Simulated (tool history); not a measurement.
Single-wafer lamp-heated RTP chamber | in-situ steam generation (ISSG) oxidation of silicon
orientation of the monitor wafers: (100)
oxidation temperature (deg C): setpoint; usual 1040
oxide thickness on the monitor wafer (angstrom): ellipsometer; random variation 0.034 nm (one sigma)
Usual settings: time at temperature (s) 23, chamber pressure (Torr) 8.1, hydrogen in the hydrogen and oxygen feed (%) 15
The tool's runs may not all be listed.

| run | hour | oxidation temperature (deg C) | time at temperature (s) | chamber pressure (Torr) | hydrogen in the hydrogen and oxygen feed (%) | read-back reference wafer on the same gauge, thickness | oxide thickness on the monitor wafer (angstrom) |
|---|---|---|---|---|---|---|---|
| 1 | 0.0 | 1040 | 23 | 8.1 | 15 | 5.337 | 63.07 |
| 2 | 32.0 | 1040 | 23 | 8.1 | 15 | 5.328 | 62.10 |
| 3 | 45.0 | 1040 | 23 | 8.1 | 15 | 5.336 | 62.70 |
| 4 | 65.8 | 1040 | 23 | 8.1 | 15 | 5.337 | 63.19 |
|  | 90.8 | gauge calibrated |
| 5 | 91.8 | 1040 | 23 | 8.1 | 15 | 5.327 | 62.22 |
| 6 | 107.3 | 1040 | 29 | 8.1 | 15 | 5.334 | 70.75 |
| 7 | 130.5 | 1040 | 29 | 8.1 | 15 | 5.329 | 71.47 |
|  | 149.3 | pyrometer window cleaned and pyrometer calibrated |
| 8 | 164.1 | 1040 | 23 | 8.1 | 15 | 5.335 | 62.72 |
| 9 | 179.1 | 1040 | 23 | 8.1 | 15 | 5.330 | 62.72 |
| 10 | 210.2 | 1040 | 28 | 8.1 | 15 | 5.322 | 69.36 |
|  | 229.9 | hydrogen flow controller replaced |
| 11 | 253.5 | 1040 | 28 | 8.1 | 15 | 5.322 | 69.57 |
| 12 | 279.2 | 1040 | 30 | 8.1 | 15 | 5.340 | 72.38 |
|  | 302.0 | pyrometer window cleaned and pyrometer calibrated |
| 13 | 311.9 | 1040 | 30 | 8.1 | 15 | 5.324 | 71.75 |
| 14 | 339.9 | 1040 | 28 | 7.0 | 11 | 5.325 | 64.56 |
| 15 | 367.6 | 1026 | 23 | 8.1 | 21 | 5.332 | 63.27 |
|  | 388.3 | pressure gauge zeroed |
| 16 | 388.8 | 1040 | 23 | 8.6 | 15 | 5.330 | 62.34 |
| 17 | 417.9 | 1040 | 23 | 8.1 | 15 | 5.332 | 62.90 |
| 18 | 452.9 | 1040 | 15 | 8.1 | 15 | 5.324 | 49.71 |
|  | 461.4 | pyrometer window cleaned and pyrometer calibrated |
| 19 | 480.2 | 1040 | 23 | 8.1 | 15 | 5.329 | 62.70 |
| 20 | 502.8 | 1024 | 18 | 8.1 | 23 | 5.326 | 55.78 |
|  | 520.9 | gauge calibrated |
| 21 | 572.3 | 1031 | 23 | 8.1 | 11 | 5.332 | 56.20 |
| 22 | 585.5 | 1040 | 23 | 8.1 | 11 | 5.321 | 58.43 |
| 23 | 614.5 | 1040 | 23 | 8.1 | 15 | 5.329 | 62.51 |
|  | 642.9 | pyrometer window cleaned and pyrometer calibrated |
| 24 | 643.4 | 1040 | 23 | 9.2 | 12 | 5.334 | 58.98 |
| 25 | 662.8 | 1040 | 23 | 8.1 | 15 | 5.331 | 62.90 |
| 26 | 687.2 | 1058 | 23 | 8.5 | 15 | 5.325 | 69.54 |

3 ways to go on from here, each from the tool as it stands after run 26. What would each give?
| A | 687.6 | 1040 | 23 | 8.1 | 15 | ? | ? |
| B | 687.6 | 1022 | 23 | 9.5 | 15 | ? | ? |
| C | 687.6 | 1040 | 23 | 9.3 | 15 | ? | ? |

| run | read-back reference wafer on the same gauge, thickness | oxide thickness on the monitor wafer (angstrom) |
|---|---|---|
| A | 5.322 | 62.99 |
| B | 5.322 | 56.96 |
| C | 5.322 | 62.54 |
Without the tool's hidden state the same runs would have given:
| run | oxide thickness on the monitor wafer (angstrom) |
|---|---|
| A | 62.99 |
| B | 56.96 |
| C | 62.54 |

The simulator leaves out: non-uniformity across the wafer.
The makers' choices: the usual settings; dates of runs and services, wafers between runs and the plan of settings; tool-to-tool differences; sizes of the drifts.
